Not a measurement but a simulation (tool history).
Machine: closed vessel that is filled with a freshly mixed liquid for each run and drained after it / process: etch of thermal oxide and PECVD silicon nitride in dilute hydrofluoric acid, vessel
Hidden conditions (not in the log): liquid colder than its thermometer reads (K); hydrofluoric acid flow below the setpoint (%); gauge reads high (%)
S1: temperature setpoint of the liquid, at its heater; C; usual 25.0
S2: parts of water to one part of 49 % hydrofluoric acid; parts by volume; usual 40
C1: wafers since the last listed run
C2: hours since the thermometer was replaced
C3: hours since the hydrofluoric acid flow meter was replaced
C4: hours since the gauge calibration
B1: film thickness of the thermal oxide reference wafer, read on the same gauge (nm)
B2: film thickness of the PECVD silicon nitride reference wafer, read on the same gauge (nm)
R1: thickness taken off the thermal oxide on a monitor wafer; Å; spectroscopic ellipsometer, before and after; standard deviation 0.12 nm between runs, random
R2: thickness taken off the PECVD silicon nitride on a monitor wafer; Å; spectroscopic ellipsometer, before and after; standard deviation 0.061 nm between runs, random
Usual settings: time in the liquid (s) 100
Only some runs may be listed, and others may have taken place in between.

Run 1, hour 0.0: usual settings; C1 0; C2 2271.1; C3 706.4; C4 2051.8; B1 60.00; B2 40.02. Result: R1 122.0 Å, R2 117.4 Å.
Run 2, hour 36.7: usual settings; C1 2377; C2 2307.8; C3 743.1; C4 2088.5; B1 59.98; B2 40.00. Result: R1 123.0 Å, R2 117.0 Å.
At hour 69.3: thermometer replaced.
At hour 90.8: gauge calibrated.
Run 3, hour 98.5: usual settings; C1 3938; C2 29.2; C3 804.9; C4 7.7; B1 59.99; B2 40.03. Result: R1 135.1 Å, R2 135.4 Å.
Run 4, hour 172.7: usual settings; C1 4806; C2 103.4; C3 879.1; C4 81.9; B1 60.02; B2 40.03. Result: R1 134.3 Å, R2 135.2 Å.
Run 5, hour 222.3: usual settings; C1 3213; C2 153.0; C3 928.7; C4 131.5; B1 60.01; B2 39.99. Result: R1 134.7 Å, R2 134.5 Å.
At hour 312.9: hydrofluoric acid flow meter replaced.
Run 6, hour 322.4: usual settings but S2 25 parts by volume; C1 6419; C2 253.1; C3 9.5; C4 231.6; B1 60.01; B2 39.98. Result: R1 213.5 Å, R2 210.1 Å.
Run 7, hour 368.7: usual settings but S2 25 parts by volume; C1 2999; C2 299.4; C3 55.8; C4 277.9; B1 60.01; B2 40.02. Result: R1 215.6 Å, R2 210.8 Å.
Run 8, hour 453.5: usual settings; C1 5493; C2 384.2; C3 140.6; C4 362.7; B1 59.99; B2 39.94. Result: R1 132.1 Å, R2 131.9 Å.
Run 9, hour 501.4: usual settings; C1 3102; C2 432.1; C3 188.5; C4 410.6; B1 60.00; B2 39.95. Result: R1 131.4 Å, R2 132.7 Å.
Run 10, hour 605.2: usual settings; C1 6724; C2 535.9; C3 292.3; C4 514.4; B1 60.00; B2 39.99. Result: R1 132.1 Å, R2 131.6 Å.
Run 11, hour 673.6: usual settings but S1 23.5 C; C1 4430; C2 604.3; C3 360.7; C4 582.8; B1 60.00; B2 40.03. Result: R1 122.7 Å, R2 118.1 Å.
Run 12, hour 775.2: usual settings but S2 30 parts by volume; C1 6581; C2 705.9; C3 462.3; C4 684.4; B1 60.02; B2 40.03. Result: R1 177.6 Å, R2 170.3 Å.
Run 13, hour 858.2: usual settings but S1 28.0 C, time in the liquid (s) 80; C1 5376; C2 788.9; C3 545.3; C4 767.4; B1 59.99; B2 40.05. Result: R1 118.0 Å, R2 126.4 Å.
Run 14, hour 908.7: usual settings but S2 30 parts by volume, time in the liquid (s) 145; C1 3271; C2 839.4; C3 595.8; C4 817.9; B1 59.99; B2 40.02. Result: R1 252.2 Å, R2 246.4 Å.
Run 15, hour 947.8: usual settings but S2 60 parts by volume, time in the liquid (s) 145; C1 2532; C2 878.5; C3 634.9; C4 857.0; B1 60.00; B2 39.99. Result: R1 122.0 Å, R2 125.2 Å.
Run 16, hour 990.2: usual settings but S2 60 parts by volume, time in the liquid (s) 145; C1 2746; C2 920.9; C3 677.3; C4 899.4; B1 60.00; B2 40.00. Result: R1 122.3 Å, R2 123.5 Å.
Run 17, hour 1065.9: usual settings but S2 25 parts by volume, time in the liquid (s) 80; C1 4903; C2 996.6; C3 753.0; C4 975.1; B1 59.99; B2 39.99. Result: R1 169.0 Å, R2 161.2 Å.
Run 18, hour 1119.0: usual settings but S2 25 parts by volume, time in the liquid (s) 125; C1 3439; C2 1049.7; C3 806.1; C4 1028.2; B1 60.00; B2 40.01. Result: R1 264.7 Å, R2 251.1 Å.
Run 19, hour 1213.3: usual settings but S1 26.5 C, S2 30 parts by volume, time in the liquid (s) 135; C1 6108; C2 1144.0; C3 900.4; C4 1122.5; B1 60.01; B2 40.00. Result: R1 252.2 Å, R2 248.2 Å.
Run 20, hour 1319.3: usual settings but S1 27.0 C, S2 30 parts by volume, time in the liquid (s) 140; C1 6866; C2 1250.0; C3 1006.4; C4 1228.5; B1 59.99; B2 40.00. Result: R1 262.9 Å, R2 264.0 Å.
Run 21, hour 1383.0: usual settings but S1 30.0 C, S2 50 parts by volume, time in the liquid (s) 140; C1 4126; C2 1313.7; C3 1070.1; C4 1292.2; B1 60.01; B2 40.06. Result: R1 173.8 Å, R2 194.1 Å.
Run 22, hour 1469.5: usual settings but S1 28.5 C, S2 55 parts by volume; C1 5603; C2 1400.2; C3 1156.6; C4 1378.7; B1 60.00; B2 39.98. Result: R1 104.0 Å, R2 114.0 Å.
At hour 1474.2: hydrofluoric acid flow meter replaced.
Run 23, hour 1507.2: usual settings but S1 28.5 C, S2 50 parts by volume, time in the liquid (s) 65; C1 2377; C2 1437.9; C3 33.0; C4 1416.4; B1 59.99; B2 40.03. Result: R1 74.4 Å, R2 81.6 Å.
Run 24, hour 1568.7: usual settings but S1 20.0 C, S2 25 parts by volume, time in the liquid (s) 150; C1 3983; C2 1499.4; C3 94.5; C4 1477.9; B1 59.99; B2 40.00. Result: R1 252.7 Å, R2 204.0 Å.
Run 25, hour 1668.8: usual settings but time in the liquid (s) 130; C1 6484; C2 1599.5; C3 194.6; C4 1578.0; B1 60.01; B2 39.99. Result: R1 164.8 Å, R2 160.2 Å.
Run 26, hour 1773.9: usual settings but time in the liquid (s) 75; C1 6808; C2 1704.6; C3 299.7; C4 1683.1; B1 60.00; B2 40.01. Result: R1 93.8 Å, R2 90.9 Å.

Each row is a separate what-if for the run after 26, all from the same tool condition, not one after another. Results?
Run A, hour 1774.6: usual settings but S1 22.5 C; C1 45; C2 1705.3; C3 300.4; C4 1683.8; B1 ?; B2 ?. Result: R1 ?, R2 ?.
Run B, hour 1774.6: usual settings but S1 29.0 C, S2 50 parts by volume, time in the liquid (s) 130; C1 45; C2 1705.3; C3 300.4; C4 1683.8; B1 ?; B2 ?. Result: R1 ?, R2 ?.
Run C, hour 1774.6: usual settings but S1 21.0 C; C1 45; C2 1705.3; C3 300.4; C4 1683.8; B1 ?; B2 ?. Result: R1 ?, R2 ?.

run     B1     B2     R1     R2
  A  60.02  40.00  113.8  102.7
  B  60.02  40.00  152.8  166.7
  C  60.02  40.00  106.7   92.5
Without the tool's hidden state the same runs would have given:
run     R1     R2
  A  122.3  115.6
  B  163.5  186.4
  C  114.8  104.3
